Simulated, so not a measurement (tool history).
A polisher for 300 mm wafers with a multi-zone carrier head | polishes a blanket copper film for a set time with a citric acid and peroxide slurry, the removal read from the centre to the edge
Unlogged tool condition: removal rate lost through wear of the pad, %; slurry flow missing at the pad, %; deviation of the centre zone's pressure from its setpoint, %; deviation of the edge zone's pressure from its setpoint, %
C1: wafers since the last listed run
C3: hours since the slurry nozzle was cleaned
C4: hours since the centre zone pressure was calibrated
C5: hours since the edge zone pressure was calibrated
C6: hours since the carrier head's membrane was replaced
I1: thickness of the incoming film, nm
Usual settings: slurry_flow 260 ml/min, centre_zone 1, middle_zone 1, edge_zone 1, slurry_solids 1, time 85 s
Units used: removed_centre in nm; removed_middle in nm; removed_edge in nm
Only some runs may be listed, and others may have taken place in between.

run 1 hour=0 | slurry_flow=260 centre_zone=1 middle_zone=1 edge_zone=1 slurry_solids=1 time=85 | C1=0 wafers_polished_on_this_pad=389 C3=290.1 C4=33.7 C5=390 C6=1246.9 | I1=689.7 | removed_centre=125.8 removed_middle=122.9 removed_edge=130.4
-- hour=15.5 edge zone pressure recalibrated
run 2 hour=39.2 | slurry_flow=260 centre_zone=1 middle_zone=1 edge_zone=1 slurry_solids=1 time=85 | C1=374 wafers_polished_on_this_pad=763 C3=329.3 C4=72.9 C5=23.7 C6=1286.1 | I1=682.3 | removed_centre=127.7 removed_middle=121.1 removed_edge=129.7
run 3 hour=73.1 | slurry_flow=260 centre_zone=1 middle_zone=1 edge_zone=1 slurry_solids=1 time=85 | C1=340 wafers_polished_on_this_pad=1104 C3=363.2 C4=106.8 C5=57.6 C6=1320 | I1=680.7 | removed_centre=124.5 removed_middle=119.7 removed_edge=130.9
run 4 hour=128.7 | slurry_flow=260 centre_zone=1 middle_zone=1 edge_zone=1 slurry_solids=1 time=85 | C1=559 wafers_polished_on_this_pad=1663 C3=418.8 C4=162.4 C5=113.2 C6=1375.6 | I1=690.8 | removed_centre=123.1 removed_middle=119 removed_edge=131.5
run 5 hour=162.6 | slurry_flow=260 centre_zone=1 middle_zone=1 edge_zone=1 slurry_solids=0.9 time=85 | C1=340 wafers_polished_on_this_pad=2004 C3=452.7 C4=196.3 C5=147.1 C6=1409.5 | I1=676 | removed_centre=120.1 removed_middle=115.5 removed_edge=123.7
run 6 hour=195.9 | slurry_flow=260 centre_zone=1 middle_zone=1 edge_zone=1 slurry_solids=0.9 time=85 | C1=334 wafers_polished_on_this_pad=2338 C3=486 C4=229.6 C5=180.4 C6=1442.8 | I1=677.8 | removed_centre=116.9 removed_middle=112.9 removed_edge=125.8
-- hour=222.1 worn pad replaced by a new one
run 7 hour=230 | slurry_flow=305 centre_zone=1 middle_zone=1 edge_zone=0.92 slurry_solids=1.3 time=115 | C1=302 wafers_polished_on_this_pad=79 C3=520.1 C4=263.7 C5=214.5 C6=1476.9 | I1=686.5 | removed_centre=183.2 removed_middle=176.9 removed_edge=182.3
-- hour=266.2 slurry nozzle cleaned
run 8 hour=289.5 | slurry_flow=260 centre_zone=1.04 middle_zone=1.07 edge_zone=1 slurry_solids=1 time=85 | C1=588 wafers_polished_on_this_pad=667 C3=23.3 C4=323.2 C5=274 C6=1536.4 | I1=677.2 | removed_centre=133.5 removed_middle=134.6 removed_edge=134.7
run 9 hour=327.6 | slurry_flow=220 centre_zone=0.91 middle_zone=0.93 edge_zone=1 slurry_solids=1 time=95 | C1=383 wafers_polished_on_this_pad=1050 C3=61.4 C4=361.3 C5=312.1 C6=1574.5 | I1=687.9 | removed_centre=128.2 removed_middle=127.1 removed_edge=146.2
run 10 hour=354.9 | slurry_flow=260 centre_zone=0.95 middle_zone=1 edge_zone=1 slurry_solids=1 time=63 | C1=274 wafers_polished_on_this_pad=1324 C3=88.7 C4=388.6 C5=339.4 C6=1601.8 | I1=666.7 | removed_centre=89.5 removed_middle=91.8 removed_edge=96.4
run 11 hour=420.4 | slurry_flow=260 centre_zone=1 middle_zone=0.93 edge_zone=0.89 slurry_solids=0.8 time=85 | C1=658 wafers_polished_on_this_pad=1983 C3=154.2 C4=454.1 C5=404.9 C6=1667.3 | I1=685 | removed_centre=116.7 removed_middle=106.4 removed_edge=118
-- hour=438.3 edge zone pressure recalibrated
run 12 hour=487.5 | slurry_flow=260 centre_zone=1 middle_zone=1 edge_zone=0.92 slurry_solids=1 time=85 | C1=654 wafers_polished_on_this_pad=2638 C3=221.3 C4=521.2 C5=49.2 C6=1734.4 | I1=683.4 | removed_centre=129.9 removed_middle=124.5 removed_edge=127.3
-- hour=537 carrier head's membrane replaced by a new one
-- hour=548 worn pad replaced by a new one
run 13 hour=558.3 | slurry_flow=260 centre_zone=1 middle_zone=1 edge_zone=1 slurry_solids=1 time=64 | C1=621 wafers_polished_on_this_pad=103 C3=292.1 C4=592 C5=120 C6=21.3 | I1=686.2 | removed_centre=96 removed_middle=94.3 removed_edge=99.1
run 14 hour=620.3 | slurry_flow=260 centre_zone=1 middle_zone=1 edge_zone=1 slurry_solids=1 time=85 | C1=623 wafers_polished_on_this_pad=727 C3=354.1 C4=654 C5=182 C6=83.3 | I1=679.6 | removed_centre=127.7 removed_middle=122.1 removed_edge=130.1
run 15 hour=690.3 | slurry_flow=260 centre_zone=0.96 middle_zone=1 edge_zone=1 slurry_solids=1 time=85 | C1=703 wafers_polished_on_this_pad=1431 C3=424.1 C4=724 C5=252 C6=153.3 | I1=673.8 | removed_centre=118.6 removed_middle=118.4 removed_edge=127.5
-- hour=725.7 centre zone pressure recalibrated
run 16 hour=742.1 | slurry_flow=260 centre_zone=1.1 middle_zone=1 edge_zone=1 slurry_solids=1 time=105 | C1=500 wafers_polished_on_this_pad=1931 C3=475.9 C4=16.4 C5=303.8 C6=205.1 | I1=679.8 | removed_centre=166.8 removed_middle=146.7 removed_edge=158.3
run 17 hour=777.8 | slurry_flow=260 centre_zone=1.06 middle_zone=1.04 edge_zone=1.07 slurry_solids=1.2 time=85 | C1=358 wafers_polished_on_this_pad=2290 C3=511.6 C4=52.1 C5=339.5 C6=240.8 | I1=681.9 | removed_centre=135.6 removed_middle=126.2 removed_edge=140.9
run 18 hour=806.8 | slurry_flow=260 centre_zone=1 middle_zone=1 edge_zone=1 slurry_solids=1 time=85 | C1=291 wafers_polished_on_this_pad=2582 C3=540.6 C4=81.1 C5=368.5 C6=269.8 | I1=683 | removed_centre=118.5 removed_middle=117.8 removed_edge=126.8
-- hour=834 worn pad replaced by a new one
-- hour=847.9 edge zone pressure recalibrated
run 19 hour=850.2 | slurry_flow=260 centre_zone=1 middle_zone=1 edge_zone=1 slurry_solids=1.1 time=85 | C1=376 wafers_polished_on_this_pad=142 C3=584 C4=124.5 C5=2.3 C6=313.2 | I1=667.4 | removed_centre=121.1 removed_middle=120.1 removed_edge=129.4
-- hour=881.2 slurry nozzle cleaned
run 20 hour=913.3 | slurry_flow=260 centre_zone=1 middle_zone=1 edge_zone=1 slurry_solids=1.3 time=85 | C1=624 wafers_polished_on_this_pad=766 C3=32.1 C4=187.6 C5=65.4 C6=376.3 | I1=680 | removed_centre=141.4 removed_middle=134.7 removed_edge=146.9
run 21 hour=979.2 | slurry_flow=260 centre_zone=0.94 middle_zone=1.06 edge_zone=1 slurry_solids=1 time=85 | C1=662 wafers_polished_on_this_pad=1429 C3=98 C4=253.5 C5=131.3 C6=442.2 | I1=680.2 | removed_centre=118.4 removed_middle=129.7 removed_edge=130.9

Consider 4 possible next runs. They are alternatives, not a sequence: every one starts from the tool as it was left by run 21. What does each give?
run A hour=979.7 | slurry_flow=260 centre_zone=1 middle_zone=1 edge_zone=1 slurry_solids=1 time=72 | C1=5 wafers_polished_on_this_pad=1434 C3=98.5 C4=254 C5=131.8 C6=442.7 | I1=687.4 | removed_centre=? removed_middle=? removed_edge=?
run B hour=979.7 | slurry_flow=175 centre_zone=1 middle_zone=1 edge_zone=1 slurry_solids=0.7 time=85 | C1=5 wafers_polished_on_this_pad=1434 C3=98.5 C4=254 C5=131.8 C6=442.7 | I1=687.4 | removed_centre=? removed_middle=? removed_edge=?
run C hour=979.7 | slurry_flow=180 centre_zone=1 middle_zone=1 edge_zone=1 slurry_solids=1 time=104 | C1=5 wafers_polished_on_this_pad=1434 C3=98.5 C4=254 C5=131.8 C6=442.7 | I1=687.4 | removed_centre=? removed_middle=? removed_edge=?
run D hour=979.7 | slurry_flow=260 centre_zone=1.11 middle_zone=1 edge_zone=1 slurry_solids=1 time=85 | C1=5 wafers_polished_on_this_pad=1434 C3=98.5 C4=254 C5=131.8 C6=442.7 | I1=687.4 | removed_centre=? removed_middle=? removed_edge=?

run=A removed_centre=111.1 removed_middle=105.8 removed_edge=111.1
run=B removed_centre=108.9 removed_middle=104.3 removed_edge=111
run=C removed_centre=152.1 removed_middle=145.6 removed_edge=154.8
run=D removed_centre=145.5 removed_middle=124.8 removed_edge=131.1
The same runs, with their run-to-run variation unchanged, on a tool lacking any hidden condition would have given:
run=A removed_centre=111.8 removed_middle=106.3 removed_edge=111.5
run=B removed_centre=109.9 removed_middle=105.1 removed_edge=111.6
run=C removed_centre=153.4 removed_middle=146.7 removed_edge=155.6
run=D removed_centre=146.4 removed_middle=125.5 removed_edge=131.7

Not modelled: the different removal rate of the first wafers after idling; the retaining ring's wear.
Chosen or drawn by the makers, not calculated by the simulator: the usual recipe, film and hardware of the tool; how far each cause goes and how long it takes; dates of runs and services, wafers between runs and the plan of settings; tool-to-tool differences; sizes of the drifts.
